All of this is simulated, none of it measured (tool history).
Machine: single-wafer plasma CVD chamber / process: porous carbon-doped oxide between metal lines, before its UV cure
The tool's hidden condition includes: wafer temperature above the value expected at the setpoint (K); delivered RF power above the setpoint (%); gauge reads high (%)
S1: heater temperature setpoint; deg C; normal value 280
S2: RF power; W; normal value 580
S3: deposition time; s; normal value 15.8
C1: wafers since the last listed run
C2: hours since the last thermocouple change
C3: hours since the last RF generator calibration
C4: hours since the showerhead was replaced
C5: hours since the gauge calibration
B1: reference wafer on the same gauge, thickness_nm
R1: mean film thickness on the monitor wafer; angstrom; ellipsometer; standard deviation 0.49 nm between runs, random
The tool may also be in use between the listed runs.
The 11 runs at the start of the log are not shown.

run,day,S1,S2,S3,C1,C2,C3,C4,C5,B1,R1
12,32.312,267,580,17.2,1644,441.6,1283.1,6435.2,408.7,115.130,1132.21
13,35.967,272,580,15.8,2250,529.3,1370.8,6522.9,496.4,114.988,994.68
14,37.996,280,580,13.3,1249,578.0,1419.5,6571.6,545.1,114.954,798.67
15,39.838,287,515,14.7,1134,622.2,1463.7,6615.8,589.3,115.144,751.10
# day 43.329: showerhead replaced
16,46.400,280,580,15.8,3836,779.7,1621.2,73.7,746.8,115.236,944.67
17,48.525,280,580,15.8,1308,830.7,1672.2,124.7,797.8,114.885,939.98
18,51.229,280,580,15.8,1665,895.6,1737.1,189.6,862.7,115.318,930.48
19,53.846,280,685,13.3,1611,958.4,1799.9,252.4,925.5,114.969,906.08
20,56.788,280,690,15.8,1811,1029.0,1870.5,323.0,996.1,115.062,1077.85
21,59.038,266,580,16.9,1385,1083.0,1924.5,377.0,1050.1,114.927,1072.86
22,63.375,280,515,18.0,2671,1187.1,2028.6,481.1,1154.2,115.015,948.27
# day 63.792: RF generator calibrated
23,67.583,284,580,15.8,2386,1288.1,91.0,582.1,1255.2,115.006,940.33
24,70.358,280,580,15.8,1708,1354.7,157.6,648.7,1321.8,115.318,970.90
25,74.204,276,580,15.8,2368,1447.0,249.9,741.0,1414.1,115.161,989.36
26,76.450,272,465,13.1,1383,1500.9,303.8,794.9,1468.0,114.992,687.10
27,79.275,280,495,18.7,1739,1568.7,371.6,862.7,1535.8,114.924,986.34
28,81.542,280,580,16.7,1395,1623.1,426.0,917.1,1590.2,115.095,1010.31
29,83.817,285,665,13.5,1401,1677.7,480.6,971.7,1644.8,114.784,901.17
30,86.054,280,580,15.8,1377,1731.4,534.3,1025.4,1698.5,114.964,957.14
# day 87.454: thermocouple changed; heater temperature recalibrated
31,88.925,280,580,15.8,1562,35.3,603.2,1094.3,1767.4,114.937,989.37
32,92.146,276,660,17.7,1983,112.6,680.5,1171.6,1844.7,115.055,1262.97
33,94.812,291,580,12.7,1642,176.6,744.5,1235.6,1908.7,115.147,739.06

5 options for the next run, each taken on its own from the tool as it stands now. Forecast them:
A,94.829,280,580,15.8,10,177.0,744.9,1236.0,1909.1,?,?
B,94.829,270,580,17.5,10,177.0,744.9,1236.0,1909.1,?,?
C,94.829,271,680,15.8,10,177.0,744.9,1236.0,1909.1,?,?
D,94.829,280,685,15.8,10,177.0,744.9,1236.0,1909.1,?,?
E,94.829,293,650,15.8,10,177.0,744.9,1236.0,1909.1,?,?

run,B1,R1
A,115.101,982.29
B,115.101,1156.72
C,115.101,1190.79
D,115.101,1130.07
E,115.101,999.52
With no hidden state in the tool, these same runs would have given:
run,R1
A,1011.17
B,1191.31
C,1226.01
D,1162.97
E,1027.86
